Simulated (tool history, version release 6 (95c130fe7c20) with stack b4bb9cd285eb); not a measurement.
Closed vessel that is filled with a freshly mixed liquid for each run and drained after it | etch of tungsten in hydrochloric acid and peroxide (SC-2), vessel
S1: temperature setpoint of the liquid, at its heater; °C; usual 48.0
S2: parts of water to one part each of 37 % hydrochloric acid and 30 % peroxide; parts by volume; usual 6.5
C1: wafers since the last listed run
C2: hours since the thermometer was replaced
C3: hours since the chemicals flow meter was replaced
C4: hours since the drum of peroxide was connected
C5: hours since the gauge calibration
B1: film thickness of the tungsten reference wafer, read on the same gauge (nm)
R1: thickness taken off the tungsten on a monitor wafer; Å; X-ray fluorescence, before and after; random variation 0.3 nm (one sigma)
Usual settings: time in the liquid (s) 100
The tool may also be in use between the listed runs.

Run 1, hour 0.0: usual settings; C1 0; C2 2174.3; C3 64.2; C4 1097.5; C5 330.0; B1 70.00. Result: R1 328.1 Å.
Run 2, hour 54.3: usual settings; C1 5996; C2 2228.6; C3 118.5; C4 1151.8; C5 384.3; B1 70.00. Result: R1 324.5 Å.
Run 3, hour 96.8: usual settings; C1 4693; C2 2271.1; C3 161.0; C4 1194.3; C5 426.8; B1 69.99. Result: R1 329.1 Å.
Run 4, hour 143.8: usual settings; C1 5190; C2 2318.1; C3 208.0; C4 1241.3; C5 473.8; B1 69.99. Result: R1 327.3 Å.
Run 5, hour 176.1: usual settings; C1 3566; C2 2350.4; C3 240.3; C4 1273.6; C5 506.1; B1 70.03. Result: R1 324.9 Å.
Run 6, hour 200.4: usual settings but S2 4.5 parts by volume; C1 2683; C2 2374.7; C3 264.6; C4 1297.9; C5 530.4; B1 69.95. Result: R1 436.9 Å.
Run 7, hour 247.2: usual settings but time in the liquid (s) 140; C1 5168; C2 2421.5; C3 311.4; C4 1344.7; C5 577.2; B1 70.00. Result: R1 454.5 Å.
At hour 252.0: thermometer replaced.
Run 8, hour 294.6: usual settings but time in the liquid (s) 140; C1 5123; C2 42.6; C3 358.8; C4 1392.1; C5 624.6; B1 70.00. Result: R1 458.4 Å.
Run 9, hour 337.1: usual settings but S1 39.5 °C, time in the liquid (s) 160; C1 4693; C2 85.1; C3 401.3; C4 1434.6; C5 667.1; B1 69.98. Result: R1 290.8 Å.
At hour 364.6: new drum of peroxide connected.
Run 10, hour 403.5: usual settings but S2 5.0 parts by volume, time in the liquid (s) 120; C1 7221; C2 151.5; C3 467.7; C4 38.9; C5 733.5; B1 69.97. Result: R1 468.5 Å.
At hour 410.9: gauge calibrated.
At hour 414.7: chemicals flow meter replaced.
Run 11, hour 468.0: usual settings but S1 53.0 °C, S2 5.0 parts by volume; C1 7012; C2 216.0; C3 53.3; C4 103.4; C5 57.1; B1 69.99. Result: R1 546.0 Å.
Run 12, hour 506.6: usual settings but S1 44.0 °C, time in the liquid (s) 120; C1 4262; C2 254.6; C3 91.9; C4 142.0; C5 95.7; B1 70.02. Result: R1 295.9 Å.
Run 13, hour 545.4: usual settings but S1 43.5 °C; C1 4284; C2 293.4; C3 130.7; C4 180.8; C5 134.5; B1 69.98. Result: R1 237.8 Å.
Run 14, hour 569.9: usual settings but S1 41.5 °C; C1 2705; C2 317.9; C3 155.2; C4 205.3; C5 159.0; B1 70.00. Result: R1 209.3 Å.
Run 15, hour 612.9: usual settings; C1 4748; C2 360.9; C3 198.2; C4 248.3; C5 202.0; B1 70.00. Result: R1 326.2 Å.
Run 16, hour 684.2: usual settings but time in the liquid (s) 140; C1 7873; C2 432.2; C3 269.5; C4 319.6; C5 273.3; B1 70.01. Result: R1 463.1 Å.

5 ways to go on from here, each from the tool as it stands after run 16. What would each give?
Run A, hour 684.9: usual settings; C1 77; C2 432.9; C3 270.2; C4 320.3; C5 274.0; B1 ?. Result: R1 ?.
Run B, hour 684.9: usual settings but S1 40.0 °C, S2 4.5 parts by volume, time in the liquid (s) 145; C1 77; C2 432.9; C3 270.2; C4 320.3; C5 274.0; B1 ?. Result: R1 ?.
Run C, hour 684.9: usual settings but time in the liquid (s) 115; C1 77; C2 432.9; C3 270.2; C4 320.3; C5 274.0; B1 ?. Result: R1 ?.
Run D, hour 684.9: usual settings but S2 4.0 parts by volume, time in the liquid (s) 75; C1 77; C2 432.9; C3 270.2; C4 320.3; C5 274.0; B1 ?. Result: R1 ?.
Run E, hour 684.9: usual settings but S1 45.0 °C; C1 77; C2 432.9; C3 270.2; C4 320.3; C5 274.0; B1 ?. Result: R1 ?.

run     B1     R1
  A  69.99  329.6
  B  69.99  359.1
  C  69.99  379.0
  D  69.99  350.2
  E  69.99  268.6
Without the tool's hidden state the same runs would have given:
run     R1
  A  329.6
  B  359.1
  C  379.0
  D  350.2
  E  268.6

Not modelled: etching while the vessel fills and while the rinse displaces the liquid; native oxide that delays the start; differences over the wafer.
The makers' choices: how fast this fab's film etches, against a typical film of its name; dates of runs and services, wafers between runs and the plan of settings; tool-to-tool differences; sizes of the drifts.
